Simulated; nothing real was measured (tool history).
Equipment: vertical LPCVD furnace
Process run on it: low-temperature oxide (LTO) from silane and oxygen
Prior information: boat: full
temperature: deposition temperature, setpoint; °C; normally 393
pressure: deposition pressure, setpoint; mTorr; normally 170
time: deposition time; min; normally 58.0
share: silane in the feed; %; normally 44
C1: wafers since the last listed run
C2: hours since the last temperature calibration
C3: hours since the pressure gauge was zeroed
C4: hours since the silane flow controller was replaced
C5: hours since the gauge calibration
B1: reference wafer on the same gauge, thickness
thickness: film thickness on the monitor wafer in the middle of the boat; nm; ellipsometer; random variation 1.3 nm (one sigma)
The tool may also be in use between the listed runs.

{"run": 1, "hour": 0.0, "temperature": 393, "pressure": 170, "time": 58.0, "share": 44, "C1": 0, "C2": 3436.3, "C3": 1500.6, "C4": 3259.3, "C5": 602.6, "B1": 516.91, "thickness": 472.31}
{"run": 2, "hour": 57.3, "temperature": 393, "pressure": 170, "time": 58.0, "share": 44, "C1": 417, "C2": 3493.6, "C3": 1557.9, "C4": 3316.6, "C5": 659.9, "B1": 517.08, "thickness": 474.45}
{"run": 3, "hour": 122.3, "temperature": 393, "pressure": 170, "time": 58.0, "share": 44, "C1": 473, "C2": 3558.6, "C3": 1622.9, "C4": 3381.6, "C5": 724.9, "B1": 516.44, "thickness": 472.32}
{"hour": 220.1, "done": "gauge calibrated"}
{"run": 4, "hour": 279.8, "temperature": 393, "pressure": 150, "time": 58.0, "share": 44, "C1": 1146, "C2": 3716.1, "C3": 1780.4, "C4": 3539.1, "C5": 59.7, "B1": 516.64, "thickness": 419.83}
{"run": 5, "hour": 305.7, "temperature": 393, "pressure": 150, "time": 58.0, "share": 44, "C1": 188, "C2": 3742.0, "C3": 1806.3, "C4": 3565.0, "C5": 85.6, "B1": 516.67, "thickness": 417.16}
{"run": 6, "hour": 346.2, "temperature": 393, "pressure": 150, "time": 58.0, "share": 44, "C1": 294, "C2": 3782.5, "C3": 1846.8, "C4": 3605.5, "C5": 126.1, "B1": 516.82, "thickness": 416.45}
{"hour": 387.2, "done": "thermocouples replaced and temperature profile calibrated"}
{"run": 7, "hour": 411.6, "temperature": 393, "pressure": 170, "time": 76.0, "share": 44, "C1": 301, "C2": 24.4, "C3": 1912.2, "C4": 3670.9, "C5": 191.5, "B1": 516.47, "thickness": 599.88}
{"run": 8, "hour": 443.3, "temperature": 393, "pressure": 170, "time": 76.0, "share": 44, "C1": 230, "C2": 56.1, "C3": 1943.9, "C4": 3702.6, "C5": 223.2, "B1": 517.05, "thickness": 597.43}
{"run": 9, "hour": 471.3, "temperature": 393, "pressure": 170, "time": 76.0, "share": 44, "C1": 203, "C2": 84.1, "C3": 1971.9, "C4": 3730.6, "C5": 251.2, "B1": 517.37, "thickness": 601.32}
{"run": 10, "hour": 519.1, "temperature": 393, "pressure": 170, "time": 49.5, "share": 46, "C1": 347, "C2": 131.9, "C3": 2019.7, "C4": 3778.4, "C5": 299.0, "B1": 516.7, "thickness": 409.87}
{"run": 11, "hour": 582.2, "temperature": 384, "pressure": 135, "time": 69.0, "share": 36, "C1": 459, "C2": 195.0, "C3": 2082.8, "C4": 3841.5, "C5": 362.1, "B1": 517.0, "thickness": 306.36}
{"run": 12, "hour": 701.6, "temperature": 385, "pressure": 140, "time": 67.0, "share": 42, "C1": 869, "C2": 314.4, "C3": 2202.2, "C4": 3960.9, "C5": 481.5, "B1": 517.17, "thickness": 380.65}
{"hour": 745.6, "done": "silane flow controller replaced"}
{"hour": 779.6, "done": "pressure gauge zeroed"}
{"run": 13, "hour": 780.1, "temperature": 393, "pressure": 150, "time": 58.0, "share": 44, "C1": 222, "C2": 392.9, "C3": 0.5, "C4": 34.5, "C5": 560.0, "B1": 517.4, "thickness": 408.96}
{"run": 14, "hour": 855.3, "temperature": 397, "pressure": 155, "time": 42.5, "share": 40, "C1": 547, "C2": 468.1, "C3": 75.7, "C4": 109.7, "C5": 635.2, "B1": 516.94, "thickness": 289.92}
{"run": 15, "hour": 913.2, "temperature": 393, "pressure": 200, "time": 58.0, "share": 44, "C1": 421, "C2": 526.0, "C3": 133.6, "C4": 167.6, "C5": 693.1, "B1": 517.52, "thickness": 543.82}
{"hour": 913.9, "done": "gauge calibrated"}
{"run": 16, "hour": 976.5, "temperature": 393, "pressure": 170, "time": 58.0, "share": 44, "C1": 460, "C2": 589.3, "C3": 196.9, "C4": 230.9, "C5": 62.6, "B1": 517.1, "thickness": 465.21}
{"run": 17, "hour": 1002.3, "temperature": 389, "pressure": 170, "time": 58.0, "share": 44, "C1": 187, "C2": 615.1, "C3": 222.7, "C4": 256.7, "C5": 88.4, "B1": 517.1, "thickness": 443.56}
{"run": 18, "hour": 1047.4, "temperature": 393, "pressure": 170, "time": 58.0, "share": 44, "C1": 328, "C2": 660.2, "C3": 267.8, "C4": 301.8, "C5": 133.5, "B1": 516.94, "thickness": 465.9}
{"run": 19, "hour": 1110.4, "temperature": 396, "pressure": 150, "time": 71.0, "share": 44, "C1": 458, "C2": 723.2, "C3": 330.8, "C4": 364.8, "C5": 196.5, "B1": 517.43, "thickness": 518.72}
{"run": 20, "hour": 1169.0, "temperature": 390, "pressure": 170, "time": 45.5, "share": 37, "C1": 426, "C2": 781.8, "C3": 389.4, "C4": 423.4, "C5": 255.1, "B1": 517.15, "thickness": 287.82}

Forecast run 21:
{"run": 21, "hour": 1215.1, "temperature": 384, "pressure": 190, "time": 81.0, "share": 44, "C1": 335, "C2": 827.9, "C3": 435.5, "C4": 469.5, "C5": 301.2, "B1": "?", "thickness": "?"}

{"run 21": {"B1": 516.52, "thickness": 660.74}}
Minus the tool's unlogged condition, the same run would have read thickness 638.74 nm.

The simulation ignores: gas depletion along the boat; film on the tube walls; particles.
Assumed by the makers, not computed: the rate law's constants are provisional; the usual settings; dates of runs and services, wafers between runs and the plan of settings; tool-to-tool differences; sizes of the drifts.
